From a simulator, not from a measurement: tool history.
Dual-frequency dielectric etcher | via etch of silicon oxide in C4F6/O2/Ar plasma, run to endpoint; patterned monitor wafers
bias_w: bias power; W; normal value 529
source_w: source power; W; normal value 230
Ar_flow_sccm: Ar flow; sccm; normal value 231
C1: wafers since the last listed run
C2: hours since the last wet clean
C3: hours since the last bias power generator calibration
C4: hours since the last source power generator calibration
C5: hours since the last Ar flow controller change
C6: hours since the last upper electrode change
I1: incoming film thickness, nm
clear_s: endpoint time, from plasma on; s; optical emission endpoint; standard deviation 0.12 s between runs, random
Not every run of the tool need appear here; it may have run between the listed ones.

run 1 hour=0 | bias_w=529 source_w=230 Ar_flow_sccm=231 | C1=0 C2=191.4 C3=4135.9 C4=1935.1 C5=4116.5 C6=3667.3 | I1=76.5 | clear_s=20.2
run 2 hour=11.7 | bias_w=529 source_w=230 Ar_flow_sccm=231 | C1=169 C2=203.1 C3=4147.6 C4=1946.8 C5=4128.2 C6=3679 | I1=76.8 | clear_s=20.2
-- hour=19.1 bias power generator calibrated
run 3 hour=24.7 | bias_w=529 source_w=230 Ar_flow_sccm=231 | C1=130 C2=216.1 C3=5.6 C4=1959.8 C5=4141.2 C6=3692 | I1=77.6 | clear_s=20.5
run 4 hour=42.3 | bias_w=529 source_w=190 Ar_flow_sccm=231 | C1=255 C2=233.7 C3=23.2 C4=1977.4 C5=4158.8 C6=3709.6 | I1=76.6 | clear_s=21.4
run 5 hour=55.6 | bias_w=529 source_w=190 Ar_flow_sccm=231 | C1=192 C2=247 C3=36.5 C4=1990.7 C5=4172.1 C6=3722.9 | I1=77.2 | clear_s=21.8
run 6 hour=69.8 | bias_w=529 source_w=190 Ar_flow_sccm=231 | C1=205 C2=261.2 C3=50.7 C4=2004.9 C5=4186.3 C6=3737.1 | I1=76.5 | clear_s=21.6
run 7 hour=101.6 | bias_w=566 source_w=230 Ar_flow_sccm=191 | C1=461 C2=293 C3=82.5 C4=2036.7 C5=4218.1 C6=3768.9 | I1=77.5 | clear_s=19.7
run 8 hour=114.2 | bias_w=529 source_w=250 Ar_flow_sccm=231 | C1=182 C2=305.6 C3=95.1 C4=2049.3 C5=4230.7 C6=3781.5 | I1=76.9 | clear_s=19.6
run 9 hour=125 | bias_w=478 source_w=280 Ar_flow_sccm=203 | C1=156 C2=316.4 C3=105.9 C4=2060.1 C5=4241.5 C6=3792.3 | I1=76.8 | clear_s=19.3
run 10 hour=136.7 | bias_w=529 source_w=230 Ar_flow_sccm=231 | C1=169 C2=328.1 C3=117.6 C4=2071.8 C5=4253.2 C6=3804 | I1=76.7 | clear_s=20
run 11 hour=153.6 | bias_w=529 source_w=280 Ar_flow_sccm=231 | C1=245 C2=345 C3=134.5 C4=2088.7 C5=4270.1 C6=3820.9 | I1=77.1 | clear_s=18.8
-- hour=190.2 wet clean of the chamber
-- hour=212.7 upper electrode replaced
run 12 hour=213.2 | bias_w=529 source_w=280 Ar_flow_sccm=231 | C1=191 C2=23 C3=194.1 C4=2148.3 C5=4329.7 C6=0.5 | I1=76.8 | clear_s=19
run 13 hour=213.5 | bias_w=529 source_w=230 Ar_flow_sccm=176 | C1=4 C2=23.3 C3=194.4 C4=2148.6 C5=4330 C6=0.8 | I1=77.2 | clear_s=19.8
run 14 hour=213.8 | bias_w=584 source_w=230 Ar_flow_sccm=289 | C1=4 C2=23.6 C3=194.7 C4=2148.9 C5=4330.3 C6=1.1 | I1=77.6 | clear_s=20.5
run 15 hour=214.1 | bias_w=657 source_w=210 Ar_flow_sccm=231 | C1=4 C2=23.9 C3=195 C4=2149.2 C5=4330.6 C6=1.4 | I1=77.2 | clear_s=19.4
-- hour=218.4 source power generator calibrated
run 16 hour=218.9 | bias_w=602 source_w=170 Ar_flow_sccm=178 | C1=11 C2=28.7 C3=199.8 C4=0.5 C5=4335.4 C6=6.2 | I1=77.2 | clear_s=21.4
-- hour=225.4 Ar flow controller replaced
run 17 hour=230.6 | bias_w=529 source_w=230 Ar_flow_sccm=231 | C1=82 C2=40.4 C3=211.5 C4=12.2 C5=5.2 C6=17.9 | I1=76.3 | clear_s=20.4
run 18 hour=246.6 | bias_w=611 source_w=190 Ar_flow_sccm=231 | C1=231 C2=56.4 C3=227.5 C4=28.2 C5=21.2 C6=33.9 | I1=77.3 | clear_s=21
run 19 hour=259.1 | bias_w=654 source_w=280 Ar_flow_sccm=214 | C1=181 C2=68.9 C3=240 C4=40.7 C5=33.7 C6=46.4 | I1=77.2 | clear_s=17.4
run 20 hour=276.3 | bias_w=529 source_w=200 Ar_flow_sccm=231 | C1=249 C2=86.1 C3=257.2 C4=57.9 C5=50.9 C6=63.6 | I1=76.3 | clear_s=21.2
run 21 hour=290.5 | bias_w=607 source_w=280 Ar_flow_sccm=231 | C1=205 C2=100.3 C3=271.4 C4=72.1 C5=65.1 C6=77.8 | I1=77.1 | clear_s=18.1
run 22 hour=301.8 | bias_w=435 source_w=210 Ar_flow_sccm=231 | C1=163 C2=111.6 C3=282.7 C4=83.4 C5=76.4 C6=89.1 | I1=78.8 | clear_s=23.1
run 23 hour=316.5 | bias_w=660 source_w=230 Ar_flow_sccm=277 | C1=213 C2=126.3 C3=297.4 C4=98.1 C5=91.1 C6=103.8 | I1=76.7 | clear_s=18.9
run 24 hour=322.9 | bias_w=529 source_w=180 Ar_flow_sccm=193 | C1=92 C2=132.7 C3=303.8 C4=104.5 C5=97.5 C6=110.2 | I1=78.1 | clear_s=22.2

The next listed run, before its measurement:
run 25 hour=362.1 | bias_w=449 source_w=230 Ar_flow_sccm=265 | C1=568 C2=171.9 C3=343 C4=143.7 C5=136.7 C6=149.4 | I1=76.3 | clear_s=?

clear_s: 21.5 s
On a tool with no hidden condition, and with the same random variation, this run would have come out at clear_s 22 s.
